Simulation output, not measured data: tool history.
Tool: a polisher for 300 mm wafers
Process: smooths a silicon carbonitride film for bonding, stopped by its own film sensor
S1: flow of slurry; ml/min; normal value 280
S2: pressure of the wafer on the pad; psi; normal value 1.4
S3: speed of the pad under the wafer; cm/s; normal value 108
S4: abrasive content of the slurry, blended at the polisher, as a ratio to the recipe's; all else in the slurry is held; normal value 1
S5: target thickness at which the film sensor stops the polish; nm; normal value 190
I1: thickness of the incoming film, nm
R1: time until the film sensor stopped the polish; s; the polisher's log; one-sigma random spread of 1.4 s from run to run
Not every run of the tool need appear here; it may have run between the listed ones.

Run 1, hour 0: usual settings but S2 1.1 psi; I1 220.3. Result: R1 164.2 s.
Run 2, hour 17.9: usual settings but S2 1.1 psi; I1 219.7. Result: R1 161.7 s.
Run 3, hour 32.8: usual settings but S1 300 ml/min; I1 220.6. Result: R1 132.7 s.
Run 4, hour 61.2: usual settings but S1 300 ml/min; I1 221.2. Result: R1 137.5 s.
Run 5, hour 86.9: usual settings but S5 185 nm; I1 221.2. Result: R1 159.9 s.
Run 6, hour 113.2: usual settings but S5 185 nm; I1 221.1. Result: R1 161.6 s.
Run 7, hour 194.2: usual settings; I1 215.8. Result: R1 113.7 s.
Run 8, hour 217.3: usual settings; I1 219.1. Result: R1 130.7 s.
Run 9, hour 252.2: usual settings; I1 220. Result: R1 131.6 s.
Run 10, hour 280.7: usual settings; I1 217.7. Result: R1 119.7 s.
Run 11, hour 313.7: usual settings; I1 222.3. Result: R1 141.4 s.
Run 12, hour 347.6: usual settings but S1 300 ml/min; I1 216.3. Result: R1 116.6 s.
Run 13, hour 368.6: usual settings but S2 1.1 psi, S4 0.8, S5 184 nm; I1 218.8. Result: R1 214.3 s.
Run 14, hour 390.8: usual settings but S1 225 ml/min, S2 1.2 psi, S3 82 cm/s, S5 197 nm; I1 222.1. Result: R1 160.7 s.
Run 15, hour 421.8: usual settings but S2 1.7 psi, S5 183 nm; I1 217.9. Result: R1 132.2 s.
Run 16, hour 457.7: usual settings but S1 205 ml/min, S2 1.6 psi, S3 124 cm/s, S4 1.3; I1 221.3. Result: R1 100.4 s.
Run 17, hour 484.3: usual settings but S5 181 nm; I1 219.9. Result: R1 173.8 s.
Run 18, hour 511.5: usual settings but S1 335 ml/min, S2 1.2 psi; I1 217. Result: R1 135.6 s.
Run 19, hour 537.7: usual settings but S1 250 ml/min, S4 0.8; I1 220.5. Result: R1 152.8 s.
Run 20, hour 554.1: usual settings but S1 360 ml/min, S3 146 cm/s, S4 1.2, S5 193 nm; I1 220.3. Result: R1 85.3 s.
Run 21, hour 581.3: usual settings but S5 196 nm; I1 221.6. Result: R1 114.9 s.

Put back what was entered between runs (11 entries, withheld): which listed runs does each sit between, and how does the hidden state differ from the listed run before to the listed run after?
Between runs 4 and 5: worn pad replaced by a new one (hour 79.6)
  both runs share identical hidden conditions
Between runs 6 and 7: slurry blender recalibrated (hour 138.4); slurry nozzle cleaned (hour 182.9)
  both runs share identical hidden conditions
Between runs 8 and 9: worn pad replaced by a new one (hour 224.4)
  both runs share identical hidden conditions
Between runs 10 and 11: slurry blender recalibrated (hour 289.4)
  both runs share identical hidden conditions
Between runs 11 and 12: worn pad replaced by a new one (hour 340.2)
  both runs share identical hidden conditions
Between runs 15 and 16: head pressure recalibrated (hour 457.2)
  both runs share identical hidden conditions
Between runs 16 and 17: worn pad replaced by a new one (hour 462.2); slurry blender recalibrated (hour 462.7)
  both runs share identical hidden conditions
Between runs 19 and 20: slurry nozzle cleaned (hour 549.3)
  both runs share identical hidden conditions
Between runs 20 and 21: worn pad replaced by a new one (hour 577.3)
  both runs share identical hidden conditions

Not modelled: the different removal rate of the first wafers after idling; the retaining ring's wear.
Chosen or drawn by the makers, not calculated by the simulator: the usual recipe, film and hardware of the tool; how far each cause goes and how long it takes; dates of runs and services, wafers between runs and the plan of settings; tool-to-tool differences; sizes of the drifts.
